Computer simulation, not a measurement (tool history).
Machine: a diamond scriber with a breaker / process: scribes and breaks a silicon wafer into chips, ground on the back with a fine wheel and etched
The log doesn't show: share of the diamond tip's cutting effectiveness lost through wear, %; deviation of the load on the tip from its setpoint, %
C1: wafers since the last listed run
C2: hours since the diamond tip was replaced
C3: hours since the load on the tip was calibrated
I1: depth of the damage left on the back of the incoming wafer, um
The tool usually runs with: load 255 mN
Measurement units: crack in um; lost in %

Run 1, hour 0.0: usual settings but load 276 mN; C1 0; C2 115.0; C3 556.8; I1 0.70. Result: crack 13.76 um, lost 2.98 %.
Run 2, hour 30.5: usual settings but load 276 mN; C1 76; C2 145.5; C3 587.3; I1 0.57. Result: crack 14.12 um, lost 3.79 %.
Run 3, hour 64.2: usual settings but load 214 mN; C1 84; C2 179.2; C3 621.0; I1 0.47. Result: crack 11.94 um, lost 1.31 %.
Run 4, hour 90.2: usual settings but load 214 mN; C1 65; C2 205.2; C3 647.0; I1 0.50. Result: crack 11.72 um, lost 1.44 %.
Run 5, hour 110.2: usual settings but load 197 mN; C1 50; C2 225.2; C3 667.0; I1 0.45. Result: crack 11.08 um, lost 3.19 %.
Run 6, hour 135.8: usual settings but load 197 mN; C1 64; C2 250.8; C3 692.6; I1 0.41. Result: crack 11.25 um, lost 3.09 %.
Run 7, hour 161.7: usual settings but load 197 mN; C1 64; C2 276.7; C3 718.5; I1 0.69. Result: crack 11.32 um, lost 2.99 %.
At hour 166.8: diamond tip replaced by a new one.
Run 8, hour 174.5: usual settings; C1 27; C2 7.7; C3 731.3; I1 0.35. Result: crack 13.43 um, lost 1.73 %.
Run 9, hour 203.5: usual settings; C1 72; C2 36.7; C3 760.3; I1 0.56. Result: crack 13.45 um, lost 1.93 %.
Run 10, hour 227.4: usual settings but load 312 mN; C1 59; C2 60.6; C3 784.2; I1 0.77. Result: crack 15.62 um, lost 10.67 %.
Run 11, hour 263.2: usual settings but load 312 mN; C1 89; C2 96.4; C3 820.0; I1 0.64. Result: crack 15.68 um, lost 10.57 %.
Run 12, hour 279.4: usual settings but load 312 mN; C1 40; C2 112.6; C3 836.2; I1 0.35. Result: crack 15.68 um, lost 10.25 %.
Run 13, hour 294.1: usual settings; C1 36; C2 127.3; C3 850.9; I1 0.32. Result: crack 13.33 um, lost 2.19 %.
Run 14, hour 310.8: usual settings; C1 41; C2 144.0; C3 867.6; I1 0.64. Result: crack 13.86 um, lost 2.44 %.
Run 15, hour 326.7: usual settings; C1 39; C2 159.9; C3 883.5; I1 0.51. Result: crack 13.54 um, lost 2.33 %.
At hour 353.1: load on the tip recalibrated.
Run 16, hour 356.9: usual settings; C1 70; C2 190.1; C3 3.8; I1 0.47. Result: crack 12.55 um, lost 0.74 %.
Run 17, hour 376.6: usual settings but load 220 mN; C1 49; C2 209.8; C3 23.5; I1 0.70. Result: crack 11.52 um, lost 2.20 %.
Run 18, hour 389.1: usual settings but load 220 mN; C1 31; C2 222.3; C3 36.0; I1 0.56. Result: crack 11.50 um, lost 1.95 %.
Run 19, hour 417.0: usual settings; C1 69; C2 250.2; C3 63.9; I1 0.64. Result: crack 12.61 um, lost 0.82 %.
Run 20, hour 438.7: usual settings but load 303 mN; C1 54; C2 271.9; C3 85.6; I1 0.69. Result: crack 14.51 um, lost 4.74 %.
At hour 444.5: diamond tip replaced by a new one.
Run 21, hour 463.8: usual settings but load 323 mN; C1 57; C2 19.3; C3 110.7; I1 0.39. Result: crack 14.85 um, lost 7.86 %.
Run 22, hour 495.7: usual settings but load 301 mN; C1 79; C2 51.2; C3 142.6; I1 0.52. Result: crack 14.21 um, lost 4.87 %.
Run 23, hour 508.9: usual settings; C1 33; C2 64.4; C3 155.8; I1 0.32. Result: crack 12.92 um, lost 0.97 %.
Run 24, hour 539.6: usual settings but load 191 mN; C1 76; C2 95.1; C3 186.5; I1 0.73. Result: crack 10.66 um, lost 5.98 %.
Run 25, hour 553.1: usual settings but load 275 mN; C1 33; C2 108.6; C3 200.0; I1 0.37. Result: crack 13.53 um, lost 2.42 %.
Run 26, hour 574.7: usual settings but load 313 mN; C1 54; C2 130.2; C3 221.6; I1 0.54. Result: crack 14.95 um, lost 7.52 %.
Run 27, hour 587.5: usual settings but load 216 mN; C1 32; C2 143.0; C3 234.4; I1 0.36. Result: crack 11.64 um, lost 1.75 %.
Run 28, hour 622.0: usual settings but load 328 mN; C1 86; C2 177.5; C3 268.9; I1 0.40. Result: crack 15.54 um, lost 10.66 %.
Run 29, hour 642.6: usual settings; C1 51; C2 198.1; C3 289.5; I1 0.55. Result: crack 12.98 um, lost 1.11 %.
Run 30, hour 656.8: usual settings; C1 35; C2 212.3; C3 303.7; I1 0.77. Result: crack 12.98 um, lost 1.22 %.
Run 31, hour 673.7: usual settings; C1 42; C2 229.2; C3 320.6; I1 0.48. Result: crack 12.93 um, lost 1.22 %.
Run 32, hour 696.0: usual settings but load 209 mN; C1 55; C2 251.5; C3 342.9; I1 0.61. Result: crack 11.37 um, lost 2.02 %.
At hour 718.1: diamond tip replaced by a new one.
Run 33, hour 720.4: usual settings but load 212 mN; C1 56; C2 2.3; C3 367.3; I1 0.72. Result: crack 11.56 um, lost 1.73 %.
Run 34, hour 742.2: usual settings but load 220 mN; C1 54; C2 24.1; C3 389.1; I1 0.77. Result: crack 11.64 um, lost 1.09 %.
Run 35, hour 760.7: usual settings but load 330 mN; C1 46; C2 42.6; C3 407.6; I1 0.57. Result: crack 15.80 um, lost 12.47 %.
Run 36, hour 781.2: usual settings but load 214 mN; C1 51; C2 63.1; C3 428.1; I1 0.37. Result: crack 11.64 um, lost 1.39 %.
Run 37, hour 798.0: usual settings but load 215 mN; C1 42; C2 79.9; C3 444.9; I1 0.41. Result: crack 11.89 um, lost 1.37 %.
Run 38, hour 820.0: usual settings; C1 55; C2 101.9; C3 466.9; I1 0.75. Result: crack 12.91 um, lost 1.50 %.

4 ways to go on from here, each from the tool as it stands after run 38. What would each give?
Run A, hour 820.6: usual settings but load 278 mN; C1 1; C2 102.5; C3 467.5; I1 0.38. Result: crack ?, lost ?.
Run B, hour 820.6: usual settings but load 326 mN; C1 1; C2 102.5; C3 467.5; I1 0.38. Result: crack ?, lost ?.
Run C, hour 820.6: usual settings but load 324 mN; C1 1; C2 102.5; C3 467.5; I1 0.38. Result: crack ?, lost ?.
Run D, hour 820.6: usual settings but load 279 mN; C1 1; C2 102.5; C3 467.5; I1 0.38. Result: crack ?, lost ?.

run  crack   lost
  A  14.21   4.01
  B  15.88  11.78
  C  15.81  11.41
  D  14.25   4.14
What these runs would have given with no unlogged condition in the tool:
run  crack  lost
  A  13.30  1.48
  B  14.86  6.65
  C  14.80  6.36
  D  13.33  1.54

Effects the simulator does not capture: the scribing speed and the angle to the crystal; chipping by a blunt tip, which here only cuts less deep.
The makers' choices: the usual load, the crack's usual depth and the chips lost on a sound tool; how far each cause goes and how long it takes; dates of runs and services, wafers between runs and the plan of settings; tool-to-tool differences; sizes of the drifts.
